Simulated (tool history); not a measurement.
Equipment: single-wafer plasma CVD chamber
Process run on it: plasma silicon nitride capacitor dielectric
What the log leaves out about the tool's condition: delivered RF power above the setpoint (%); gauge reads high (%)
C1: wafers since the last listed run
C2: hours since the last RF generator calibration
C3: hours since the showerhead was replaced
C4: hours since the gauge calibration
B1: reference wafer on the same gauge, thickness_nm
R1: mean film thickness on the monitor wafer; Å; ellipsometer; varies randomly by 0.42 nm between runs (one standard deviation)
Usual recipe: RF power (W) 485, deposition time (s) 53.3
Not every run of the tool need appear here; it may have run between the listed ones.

Run 1, hour 0.0: usual settings; C1 0; C2 477.4; C3 1270.0; C4 1060.7; B1 74.653. Result: R1 788.61 Å.
Run 2, hour 53.4: usual settings; C1 697; C2 530.8; C3 1323.4; C4 1114.1; B1 74.851. Result: R1 793.62 Å.
At hour 76.6: gauge calibrated.
Run 3, hour 88.3: usual settings; C1 455; C2 565.7; C3 1358.3; C4 11.7; B1 74.758. Result: R1 791.08 Å.
Run 4, hour 144.9: usual settings; C1 739; C2 622.3; C3 1414.9; C4 68.3; B1 74.596. Result: R1 790.84 Å.
Run 5, hour 191.2: usual settings but deposition time (s) 57.6; C1 604; C2 668.6; C3 1461.2; C4 114.6; B1 74.606. Result: R1 850.70 Å.
Run 6, hour 274.0: usual settings but deposition time (s) 57.6; C1 1081; C2 751.4; C3 1544.0; C4 197.4; B1 74.699. Result: R1 860.29 Å.
Run 7, hour 343.8: usual settings but deposition time (s) 57.6; C1 911; C2 821.2; C3 1613.8; C4 267.2; B1 74.616. Result: R1 849.32 Å.
Run 8, hour 451.1: usual settings; C1 1401; C2 928.5; C3 1721.1; C4 374.5; B1 74.648. Result: R1 788.29 Å.
Run 9, hour 552.4: usual settings; C1 1322; C2 1029.8; C3 1822.4; C4 475.8; B1 74.631. Result: R1 792.32 Å.
Run 10, hour 623.6: usual settings; C1 929; C2 1101.0; C3 1893.6; C4 547.0; B1 74.576. Result: R1 787.59 Å.
Run 11, hour 680.8: usual settings; C1 746; C2 1158.2; C3 1950.8; C4 604.2; B1 74.736. Result: R1 787.68 Å.
Run 12, hour 711.8: usual settings; C1 404; C2 1189.2; C3 1981.8; C4 635.2; B1 74.488. Result: R1 786.76 Å.
Run 13, hour 761.3: usual settings but deposition time (s) 58.0; C1 646; C2 1238.7; C3 2031.3; C4 684.7; B1 74.725. Result: R1 859.97 Å.
Run 14, hour 793.1: usual settings but deposition time (s) 58.0; C1 415; C2 1270.5; C3 2063.1; C4 716.5; B1 74.629. Result: R1 853.44 Å.
Run 15, hour 817.1: usual settings but deposition time (s) 58.0; C1 313; C2 1294.5; C3 2087.1; C4 740.5; B1 74.576. Result: R1 861.00 Å.
Run 16, hour 1000.0: usual settings but deposition time (s) 49.5; C1 2388; C2 1477.4; C3 2270.0; C4 923.4; B1 74.669. Result: R1 729.78 Å.
Run 17, hour 1044.7: usual settings but RF power (W) 425, deposition time (s) 42.8; C1 583; C2 1522.1; C3 2314.7; C4 968.1; B1 74.959. Result: R1 616.80 Å.
At hour 1067.7: showerhead replaced.
Run 18, hour 1071.0: usual settings; C1 238; C2 1548.4; C3 3.3; C4 994.4; B1 74.641. Result: R1 791.21 Å.
Run 19, hour 1100.9: usual settings but RF power (W) 535; C1 390; C2 1578.3; C3 33.2; C4 1024.3; B1 74.824. Result: R1 801.10 Å.
At hour 1144.7: RF generator calibrated.
Run 20, hour 1167.8: usual settings but deposition time (s) 47.3; C1 769; C2 23.1; C3 100.1; C4 1091.2; B1 74.689. Result: R1 701.42 Å.
Run 21, hour 1228.3: usual settings but RF power (W) 530, deposition time (s) 57.9; C1 790; C2 83.6; C3 160.6; C4 1151.7; B1 74.736. Result: R1 867.43 Å.
Run 22, hour 1254.2: usual settings but RF power (W) 555, deposition time (s) 45.2; C1 338; C2 109.5; C3 186.5; C4 1177.6; B1 74.868. Result: R1 684.26 Å.
Run 23, hour 1290.0: usual settings; C1 467; C2 145.3; C3 222.3; C4 1213.4; B1 74.685. Result: R1 784.86 Å.
At hour 1357.8: gauge calibrated.
Run 24, hour 1361.2: usual settings but RF power (W) 515, deposition time (s) 47.4; C1 929; C2 216.5; C3 293.5; C4 3.4; B1 74.551. Result: R1 709.64 Å.
Run 25, hour 1457.5: usual settings; C1 1257; C2 312.8; C3 389.8; C4 99.7; B1 74.572. Result: R1 786.12 Å.
Run 26, hour 1505.0: usual settings; C1 620; C2 360.3; C3 437.3; C4 147.2; B1 74.777. Result: R1 794.09 Å.
Run 27, hour 1566.0: usual settings but RF power (W) 520, deposition time (s) 48.8; C1 796; C2 421.3; C3 498.3; C4 208.2; B1 74.768. Result: R1 735.34 Å.
Run 28, hour 1627.2: usual settings but RF power (W) 460, deposition time (s) 59.7; C1 799; C2 482.5; C3 559.5; C4 269.4; B1 74.511. Result: R1 881.39 Å.
Run 29, hour 1796.0: usual settings but RF power (W) 420; C1 2204; C2 651.3; C3 728.3; C4 438.2; B1 74.537. Result: R1 765.15 Å.
Run 30, hour 1837.0: usual settings but deposition time (s) 43.5; C1 535; C2 692.3; C3 769.3; C4 479.2; B1 74.702. Result: R1 650.39 Å.
Run 31, hour 1894.7: usual settings; C1 753; C2 750.0; C3 827.0; C4 536.9; B1 74.645. Result: R1 785.08 Å.

Consider 5 possible next runs. They are alternatives, not a sequence: every one starts from the tool as it was left by run 31. What does each give?
Run A, hour 1895.1: usual settings; C1 5; C2 750.4; C3 827.4; C4 537.3; B1 ?. Result: R1 ?.
Run B, hour 1895.1: usual settings but RF power (W) 545, deposition time (s) 46.9; C1 5; C2 750.4; C3 827.4; C4 537.3; B1 ?. Result: R1 ?.
Run C, hour 1895.1: usual settings but RF power (W) 525, deposition time (s) 63.7; C1 5; C2 750.4; C3 827.4; C4 537.3; B1 ?. Result: R1 ?.
Run D, hour 1895.1: usual settings but RF power (W) 550, deposition time (s) 46.1; C1 5; C2 750.4; C3 827.4; C4 537.3; B1 ?. Result: R1 ?.
Run E, hour 1895.1: usual settings but RF power (W) 440; C1 5; C2 750.4; C3 827.4; C4 537.3; B1 ?. Result: R1 ?.

run      B1      R1
  A  74.771  788.16
  B  74.771  708.60
  C  74.771  955.71
  D  74.771  697.71
  E  74.771  774.71
Take away the tool's hidden state, keep each run's random variation, and the runs would have read:
run      R1
  A  788.16
  B  708.60
  C  955.71
  D  697.71
  E  774.71

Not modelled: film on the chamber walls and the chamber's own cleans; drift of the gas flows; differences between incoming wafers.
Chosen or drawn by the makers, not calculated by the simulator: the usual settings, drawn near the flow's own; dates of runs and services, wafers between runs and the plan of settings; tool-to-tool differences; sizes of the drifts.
